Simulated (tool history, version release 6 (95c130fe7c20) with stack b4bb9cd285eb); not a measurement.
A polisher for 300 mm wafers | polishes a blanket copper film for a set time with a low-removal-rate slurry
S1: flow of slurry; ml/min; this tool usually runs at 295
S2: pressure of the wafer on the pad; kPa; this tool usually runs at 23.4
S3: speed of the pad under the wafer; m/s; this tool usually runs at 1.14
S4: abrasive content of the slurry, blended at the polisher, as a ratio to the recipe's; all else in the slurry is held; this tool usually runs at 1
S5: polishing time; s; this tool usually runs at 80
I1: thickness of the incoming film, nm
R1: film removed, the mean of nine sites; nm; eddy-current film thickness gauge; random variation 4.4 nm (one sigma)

run,hour,S1,S2,S3,S4,S5,I1,R1
1,0,295,23.4,1.14,1,80,1177.2,313.8
2,28.7,295,23.4,1.14,1,80,1168,309.4
3,52.2,295,23.4,1.14,1,80,1188.4,308.5
4,70.3,295,23.4,1.14,1,80,1167.7,300.3
5,86.5,295,23.4,1.14,0.8,80,1171.4,283
6,115.2,295,23.4,1.14,1,80,1167.8,335.4
7,147.1,295,23.4,1.14,1,80,1190.2,323.4
8,180.2,295,23.4,1.14,1,80,1160.5,312.6
9,215.1,295,23.4,1.14,1,80,1169.7,306.2
10,235.7,295,23.4,1.14,1,80,1181.5,300
11,269.2,295,23.4,1.14,1,80,1184,299.4
12,299.6,195,23.4,1.44,0.85,71,1169.3,309.5
13,319,295,31.7,0.82,1,80,1171.1,289.9
14,336.6,295,23.4,0.74,1,80,1195.8,192.5
15,360.6,295,23.4,1.14,1,80,1184.2,323.6
16,382.7,270,23.4,1.14,0.85,80,1176.2,308.4
17,411,295,23.4,1.14,1,80,1197.7,318.1
18,443.3,205,23.4,1.14,1,80,1191.9,298.6
19,465.5,295,23.4,1.14,1,80,1162.4,305.2
20,479.7,295,23.4,1.14,1,80,1193.8,302.6
21,511,295,23.4,1.14,1,58,1199,219.8
22,537,295,23.4,0.84,1,98,1174.4,270.2
23,560.1,295,19.3,1.14,1,55,1201.3,173.7
24,575.5,295,23.4,1.14,1,97,1179.5,409
25,602.1,240,23.4,1.02,1,80,1181.3,293.1
26,627.9,295,27.6,1,1,80,1179.3,335.7
27,641.3,295,23.4,1.14,1,80,1188.2,320.4
28,673.1,295,23.4,1.14,1,80,1180.8,317.2
29,696.7,295,16.5,0.78,1,80,1174.1,150.1
30,722.9,295,23.4,1.14,1,80,1186.5,306.4

Put back what was entered between runs (9 entries, withheld): which listed runs does each sit between, and how does the hidden state differ from the listed run before to the listed run after?
In the gap between runs 3 and 4: slurry blender recalibrated (hour 56.8)
  removal rate lost through wear of the pad, %: 11.7 -> 12.1
  measured minus no-state result, R1: -40.9 -> -41.3 nm
In the gap between runs 5 and 6: worn pad replaced by a new one (hour 101.6)
  removal rate lost through wear of the pad, %: 12.4 -> 3.51
  measured minus no-state result, R1: -39.9 -> -12.2 nm
In the gap between runs 9 and 10: slurry nozzle cleaned (hour 222.8)
  removal rate lost through wear of the pad, %: 11.3 -> 12
  measured minus no-state result, R1: -39.1 -> -40.8 nm
In the gap between runs 10 and 11: slurry blender recalibrated (hour 254.9)
  removal rate lost through wear of the pad, %: 12 -> 12.7
  measured minus no-state result, R1: -40.8 -> -43.7 nm
In the gap between runs 14 and 15: worn pad replaced by a new one (hour 343.8)
  removal rate lost through wear of the pad, %: 13.5 -> 3.4
  measured minus no-state result, R1: -30 -> -11.4 nm
In the gap between runs 18 and 19: slurry blender recalibrated (hour 453.2)
  removal rate lost through wear of the pad, %: 10.2 -> 11
  measured minus no-state result, R1: -33.9 -> -37.9 nm
In the gap between runs 23 and 24: worn pad replaced by a new one (hour 571.7)
  removal rate lost through wear of the pad, %: 12.8 -> 0.913
  measured minus no-state result, R1: -25.5 -> -3.8 nm
In the gap between runs 27 and 28: slurry nozzle cleaned (hour 670.8)
  removal rate lost through wear of the pad, %: 8.02 -> 9.74
  measured minus no-state result, R1: -27.9 -> -34.2 nm
In the gap between runs 29 and 30: slurry blender recalibrated (hour 703.3)
  removal rate lost through wear of the pad, %: 10.6 -> 11.3
  measured minus no-state result, R1: -17.9 -> -39.1 nm
